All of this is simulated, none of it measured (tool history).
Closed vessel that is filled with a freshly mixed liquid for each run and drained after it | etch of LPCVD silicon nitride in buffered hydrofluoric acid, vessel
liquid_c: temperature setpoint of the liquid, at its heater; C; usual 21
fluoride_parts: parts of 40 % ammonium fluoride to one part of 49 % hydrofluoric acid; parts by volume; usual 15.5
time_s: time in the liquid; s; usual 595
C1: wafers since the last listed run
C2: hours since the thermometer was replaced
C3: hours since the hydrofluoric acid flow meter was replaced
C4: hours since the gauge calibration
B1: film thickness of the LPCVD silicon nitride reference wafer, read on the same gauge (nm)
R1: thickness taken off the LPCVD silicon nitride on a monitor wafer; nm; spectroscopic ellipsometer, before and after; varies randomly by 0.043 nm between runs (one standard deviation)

Run 1, hour 0: usual settings but time_s 445 s; C1 0; C2 948.7; C3 788.3; C4 270.2; B1 150.003. Result: R1 3.483 nm.
Run 2, hour 28.8: usual settings but time_s 445 s; C1 1591; C2 977.5; C3 817.1; C4 299; B1 150.037. Result: R1 3.473 nm.
Run 3, hour 39.2: usual settings but fluoride_parts 11 parts by volume, time_s 815 s; C1 574; C2 987.9; C3 827.5; C4 309.4; B1 150.017. Result: R1 8.872 nm.
Run 4, hour 51.4: usual settings but fluoride_parts 11 parts by volume, time_s 815 s; C1 674; C2 1000.1; C3 839.7; C4 321.6; B1 150.009. Result: R1 8.845 nm.
At hour 53.6: gauge calibrated.
Run 5, hour 61.1: usual settings; C1 536; C2 1009.8; C3 849.4; C4 7.5; B1 150.015. Result: R1 4.667 nm.
Run 6, hour 71.1: usual settings; C1 552; C2 1019.8; C3 859.4; C4 17.5; B1 150.033. Result: R1 4.551 nm.
Run 7, hour 85.6: usual settings; C1 801; C2 1034.3; C3 873.9; C4 32; B1 149.988. Result: R1 4.524 nm.
Run 8, hour 98.7: usual settings but fluoride_parts 18.5 parts by volume; C1 724; C2 1047.4; C3 887; C4 45.1; B1 150.003. Result: R1 3.861 nm.
Run 9, hour 113.5: usual settings but fluoride_parts 18.5 parts by volume; C1 817; C2 1062.2; C3 901.8; C4 59.9; B1 150.01. Result: R1 3.867 nm.
Run 10, hour 121.5: usual settings but liquid_c 20 C; C1 442; C2 1070.2; C3 909.8; C4 67.9; B1 149.962. Result: R1 4.327 nm.
Run 11, hour 132.5: usual settings but liquid_c 20 C; C1 607; C2 1081.2; C3 920.8; C4 78.9; B1 150.027. Result: R1 4.31 nm.
Run 12, hour 154.6: usual settings but liquid_c 25.5 C, fluoride_parts 19 parts by volume; C1 1221; C2 1103.3; C3 942.9; C4 101; B1 149.954. Result: R1 4.769 nm.
Run 13, hour 161.8: usual settings but time_s 445 s; C1 397; C2 1110.5; C3 950.1; C4 108.2; B1 150.068. Result: R1 3.389 nm.
Run 14, hour 171: usual settings but liquid_c 17 C; C1 508; C2 1119.7; C3 959.3; C4 117.4; B1 149.971. Result: R1 3.611 nm.
Run 15, hour 186.7: usual settings; C1 867; C2 1135.4; C3 975; C4 133.1; B1 149.979. Result: R1 4.565 nm.
Run 16, hour 194: usual settings but liquid_c 22.5 C, fluoride_parts 19 parts by volume, time_s 930 s; C1 403; C2 1142.7; C3 982.3; C4 140.4; B1 149.993. Result: R1 6.257 nm.
At hour 199.3: hydrofluoric acid flow meter replaced.
Run 17, hour 203.8: usual settings but liquid_c 17 C, fluoride_parts 12 parts by volume, time_s 475 s; C1 486; C2 1152.5; C3 4.5; C4 150.2; B1 150.034. Result: R1 3.659 nm.
Run 18, hour 212.6: usual settings; C1 486; C2 1161.3; C3 13.3; C4 159; B1 150.012. Result: R1 4.504 nm.
Run 19, hour 227.3: usual settings but liquid_c 17 C, fluoride_parts 11 parts by volume, time_s 710 s; C1 812; C2 1176; C3 28; C4 173.7; B1 149.989. Result: R1 6.081 nm.
At hour 239.5: thermometer replaced.
Run 20, hour 242.5: usual settings; C1 784; C2 3; C3 43.2; C4 188.9; B1 149.948. Result: R1 5.099 nm.
Run 21, hour 253.2: usual settings but liquid_c 23.5 C, time_s 385 s; C1 591; C2 13.7; C3 53.9; C4 199.6; B1 150.002. Result: R1 3.75 nm.
Run 22, hour 264.8: usual settings but liquid_c 18 C, fluoride_parts 13 parts by volume, time_s 305 s; C1 641; C2 25.3; C3 65.5; C4 211.2; B1 150.003. Result: R1 2.611 nm.
Run 23, hour 275.7: usual settings but liquid_c 17.5 C, fluoride_parts 10 parts by volume; C1 602; C2 36.2; C3 76.4; C4 222.1; B1 149.976. Result: R1 6.413 nm.
Run 24, hour 288.5: usual settings but fluoride_parts 21 parts by volume; C1 707; C2 49; C3 89.2; C4 234.9; B1 150.018. Result: R1 3.747 nm.
Run 25, hour 296.2: usual settings but liquid_c 19.5 C; C1 425; C2 56.7; C3 96.9; C4 242.6; B1 150.017. Result: R1 4.649 nm.
Run 26, hour 302.8: usual settings but time_s 765 s; C1 364; C2 63.3; C3 103.5; C4 249.2; B1 149.956. Result: R1 6.551 nm.
Run 27, hour 319.4: usual settings but liquid_c 17 C, fluoride_parts 12.5 parts by volume, time_s 865 s; C1 917; C2 79.9; C3 120.1; C4 265.8; B1 149.983. Result: R1 7.201 nm.
Run 28, hour 335.1: usual settings; C1 867; C2 95.6; C3 135.8; C4 281.5; B1 150.005. Result: R1 5.013 nm.
At hour 348: gauge calibrated.
Run 29, hour 349.2: usual settings but fluoride_parts 19 parts by volume; C1 779; C2 109.7; C3 149.9; C4 1.2; B1 149.957. Result: R1 4.126 nm.

For run 30, what comes out?
Run 30, hour 363: usual settings but time_s 705 s; C1 762; C2 123.5; C3 163.7; C4 15; B1 ?. Result: R1 ?.

B1: 149.987
R1: 5.951 nm
The same run, on a tool lacking any hidden state, would have yielded R1 6.12 nm.
